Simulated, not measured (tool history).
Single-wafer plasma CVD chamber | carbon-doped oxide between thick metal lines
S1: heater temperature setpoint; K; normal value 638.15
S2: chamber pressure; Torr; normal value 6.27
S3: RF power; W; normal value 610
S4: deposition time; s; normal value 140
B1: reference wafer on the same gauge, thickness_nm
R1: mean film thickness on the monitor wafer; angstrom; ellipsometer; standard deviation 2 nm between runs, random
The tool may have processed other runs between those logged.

Run 1, day 0: usual settings; B1 839.462. Result: R1 7918.23 angstrom.
Run 2, day 2.592: usual settings but S3 670 W; B1 838.669. Result: R1 8188.83 angstrom.
Run 3, day 5.704: usual settings; B1 839.21. Result: R1 7881.04 angstrom.
Run 4, day 9.825: usual settings but S4 121 s; B1 839.209. Result: R1 6752.09 angstrom.
At day 11.871: thermocouple changed; heater temperature recalibrated.
Run 5, day 12.792: usual settings but S4 121 s; B1 838.218. Result: R1 6744 angstrom.
At day 15.421: RF generator calibrated.
Run 6, day 15.442: usual settings but S1 642.15 K, S2 5.02 Torr; B1 838.497. Result: R1 7754.09 angstrom.
Run 7, day 16.829: usual settings but S1 642.15 K, S2 5.02 Torr; B1 838.841. Result: R1 7769.07 angstrom.
Run 8, day 18.946: usual settings but S2 6.85 Torr, S4 149 s; B1 838.731. Result: R1 8641.78 angstrom.
Run 9, day 23.308: usual settings but S2 6.85 Torr, S4 149 s; B1 840.272. Result: R1 8573.98 angstrom.
Run 10, day 25.379: usual settings but S2 6.85 Torr, S4 149 s; B1 838.88. Result: R1 8595.17 angstrom.
At day 25.858: gauge calibrated.
Run 11, day 29.154: usual settings; B1 839.248. Result: R1 7942.15 angstrom.
Run 12, day 31.008: usual settings but S3 660 W; B1 839.467. Result: R1 8216.74 angstrom.
Run 13, day 33.692: usual settings but S1 651.15 K, S3 550 W, S4 150 s; B1 839.364. Result: R1 7913.87 angstrom.
At day 37: capacitance manometer re-zeroed and calibrated.
Run 14, day 37.767: usual settings but S2 4.76 Torr, S4 120 s; B1 840.109. Result: R1 6629.83 angstrom.
Run 15, day 39.65: usual settings but S1 630.15 K; B1 838.717. Result: R1 8092.6 angstrom.
Run 16, day 43.179: usual settings but S3 550 W; B1 838.533. Result: R1 7585.46 angstrom.
Run 17, day 46.879: usual settings but S1 653.15 K, S2 7.5 Torr, S3 720 W, S4 126 s; B1 838.644. Result: R1 7439.91 angstrom.
Run 18, day 49.121: usual settings but S4 117 s; B1 838.543. Result: R1 6535.06 angstrom.
At day 49.767: RF generator calibrated.
At day 51.129: showerhead replaced, of another model than before.
Run 19, day 52.558: usual settings; B1 839.739. Result: R1 7981.88 angstrom.
Run 20, day 55.933: usual settings but S3 650 W, S4 114 s; B1 840.114. Result: R1 6767.13 angstrom.
At day 57.354: thermocouple changed; heater temperature recalibrated.
Run 21, day 59.054: usual settings but S1 625.15 K, S3 660 W, S4 168 s; B1 839.194. Result: R1 10368.79 angstrom.
Run 22, day 60.692: usual settings; B1 838.924. Result: R1 7952.17 angstrom.
Run 23, day 63.233: usual settings but S1 629.15 K, S2 7.23 Torr, S4 149 s; B1 839.549. Result: R1 8757.47 angstrom.
Run 24, day 65.279: usual settings; B1 839.655. Result: R1 7910.21 angstrom.
Run 25, day 68.179: usual settings but S1 651.15 K, S2 7.5 Torr; B1 839.914. Result: R1 7795.89 angstrom.
Run 26, day 72.075: usual settings but S2 5.26 Torr; B1 840.287. Result: R1 7659.11 angstrom.
Run 27, day 75.504: usual settings but S2 4.91 Torr, S4 148 s; B1 838.702. Result: R1 7911.26 angstrom.
Run 28, day 77.738: usual settings; B1 838.855. Result: R1 7791.4 angstrom.
Run 29, day 80.592: usual settings but S1 624.15 K; B1 837.592. Result: R1 8035.01 angstrom.

Per-run results on a tool with no hidden state, each run keeping its own random variation:
Unlogged tool condition in this case: wafer temperature above the value expected at the setpoint (K); delivered RF power above the setpoint (%); true pressure above the setpoint (%); gauge reads high (%).
run        R1
  1   8031.71
  2   8330.42
  3   8050.85
  4   6939.98
  5   6966.07
  6    7757.8
  7   7773.13
  8   8648.33
  9   8590.13
 10   8618.56
 11   7979.92
 12   8266.03
 13   7977.85
 14   6708.83
 15   8205.58
 16   7724.38
 17   7609.65
 18   6711.56
 19   8027.42
 20   6812.07
 21  10451.79
 22   8026.24
 23   8856.73
 24   8015.23
 25   7924.69
 26   7826.18
 27   8127.92
 28    8036.8
 29   8334.87
